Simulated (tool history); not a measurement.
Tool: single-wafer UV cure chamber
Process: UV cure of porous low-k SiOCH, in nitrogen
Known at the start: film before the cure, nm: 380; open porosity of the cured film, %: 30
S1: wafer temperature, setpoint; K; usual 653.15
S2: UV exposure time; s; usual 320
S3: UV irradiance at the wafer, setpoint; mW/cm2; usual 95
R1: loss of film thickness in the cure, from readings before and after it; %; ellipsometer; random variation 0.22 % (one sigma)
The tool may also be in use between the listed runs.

run 1 day=0.000 | S1=653.15 S2=320 S3=95 | R1=15.057
run 2 day=2.667 | S1=653.15 S2=320 S3=95 | R1=14.841
-- day=3.733 quartz window cleaned
run 3 day=5.646 | S1=638.15 S2=320 S3=95 | R1=14.661
run 4 day=7.462 | S1=638.15 S2=320 S3=95 | R1=14.101
run 5 day=8.721 | S1=653.15 S2=320 S3=95 | R1=14.735
run 6 day=11.108 | S1=653.15 S2=320 S3=95 | R1=14.750
run 7 day=12.983 | S1=653.15 S2=320 S3=95 | R1=14.501
run 8 day=15.058 | S1=653.15 S2=230 S3=95 | R1=13.012
-- day=17.671 quartz window cleaned
run 9 day=17.804 | S1=653.15 S2=230 S3=95 | R1=12.857
run 10 day=19.554 | S1=653.15 S2=320 S3=95 | R1=14.852
run 11 day=20.808 | S1=653.15 S2=320 S3=95 | R1=14.522
run 12 day=21.958 | S1=653.15 S2=320 S3=95 | R1=14.767
run 13 day=23.354 | S1=653.15 S2=320 S3=95 | R1=14.558
run 14 day=25.179 | S1=653.15 S2=320 S3=95 | R1=14.348
run 15 day=26.729 | S1=653.15 S2=320 S3=95 | R1=14.559
-- day=28.421 quartz window cleaned
run 16 day=28.796 | S1=653.15 S2=500 S3=120 | R1=18.649
run 17 day=30.092 | S1=659.15 S2=320 S3=95 | R1=14.745
run 18 day=32.700 | S1=653.15 S2=495 S3=95 | R1=16.798
-- day=33.821 UV bulbs replaced
run 19 day=35.296 | S1=638.15 S2=320 S3=95 | R1=15.351
run 20 day=37.317 | S1=653.15 S2=320 S3=95 | R1=15.683

Run 21 comes next. What will it give?
run 21 day=38.904 | S1=666.15 S2=440 S3=117 | R1=?

{"run 21": {"R1": 18.907}}
Without the tool's hidden state the same run would have given R1 19.552 %.
